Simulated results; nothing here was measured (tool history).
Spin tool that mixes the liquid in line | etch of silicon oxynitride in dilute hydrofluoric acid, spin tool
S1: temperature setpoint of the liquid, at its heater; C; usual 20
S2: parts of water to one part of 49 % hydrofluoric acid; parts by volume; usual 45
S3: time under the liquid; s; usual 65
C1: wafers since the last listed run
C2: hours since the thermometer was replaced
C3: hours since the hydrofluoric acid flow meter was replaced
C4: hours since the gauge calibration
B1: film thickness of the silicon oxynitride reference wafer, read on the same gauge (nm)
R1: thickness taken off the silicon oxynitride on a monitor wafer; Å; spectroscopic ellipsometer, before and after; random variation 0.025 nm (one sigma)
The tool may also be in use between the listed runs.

run    hour    S1  S2   S3    C1     C2      C3     C4      B1     R1
  1       0    20  45   50     0   39.2  2109.5  290.2  49.987  32.12
  2    34.2    20  45   50   263   73.4  2143.7  324.4  50.001  32.42
  3      91    20  45   65   437  130.2  2200.5  381.2  49.965  41.83
  4   155.1    20  45   65   494  194.3  2264.6  445.3  50.028   41.6
  5   200.3    20  45   65   348  239.5  2309.8  490.5  49.996  41.55
  6   233.6    20  45   65   256  272.8  2343.1  523.8  49.997  41.45
  7   260.3    20  55   80   205  299.5  2369.8  550.5  49.979  41.71
  8   292.8    20  55   80   250    332  2402.3    583  50.019  41.19
  9   318.9    20  55   80   201  358.1  2428.4  609.1  50.021  41.42
 10   388.7    20  45   95   538  427.9  2498.2  678.9  50.032  59.59
        427  -- hydrofluoric acid flow meter replaced
 11   438.7    20  45   95   377  477.9    11.7  728.9  49.993  68.84
 12   464.6  22.5  30   65   199  503.8    37.6  754.8  49.999  80.63
 13   492.3    20  45   65   213  531.5    65.3  782.5  49.998  46.58
      504.7  -- thermometer replaced
 14   522.5  24.5  50   75   225   17.8    95.5  812.7  50.024  60.14
 15   564.9    18  40   90   326   60.2   137.9  855.1  50.015  65.07
 16   623.4    20  30   65   450  118.7   196.4  913.6  49.981  69.98
      697.9  -- gauge calibrated
 17   810.9  21.5  60  100  1445  306.2   383.9    113  49.976  55.78
 18     863    20  65   65   401  358.3     436  165.1  49.999  30.88
 19   902.2    18  60   50   302  397.5   475.2  204.3  49.992  23.45
 20   943.3  23.5  65   65   316  438.6   516.3  245.4  50.046  36.89
 21   972.1    20  45   65   222  467.4   545.1  274.2  49.997  45.52
 22  1000.6    25  45  100   219  495.9   573.6  302.7  49.986  88.89

Forecast each of these 4 alternatives for the next run:
  A  1001    20  45  65   3  496.3  574  303.1   ?   ?
  B  1001    20  40  75   3  496.3  574  303.1   ?   ?
  C  1001  22.5  45  80   3  496.3  574  303.1   ?   ?
  D  1001    20  35  65   3  496.3  574  303.1   ?   ?

run      B1     R1
  A  49.984  45.39
  B  49.984  59.12
  C  49.984  63.29
  D  49.984  58.75
Without the tool's hidden state the same runs would have given:
run     R1
  A  47.98
  B  62.49
  C  66.92
  D  62.08
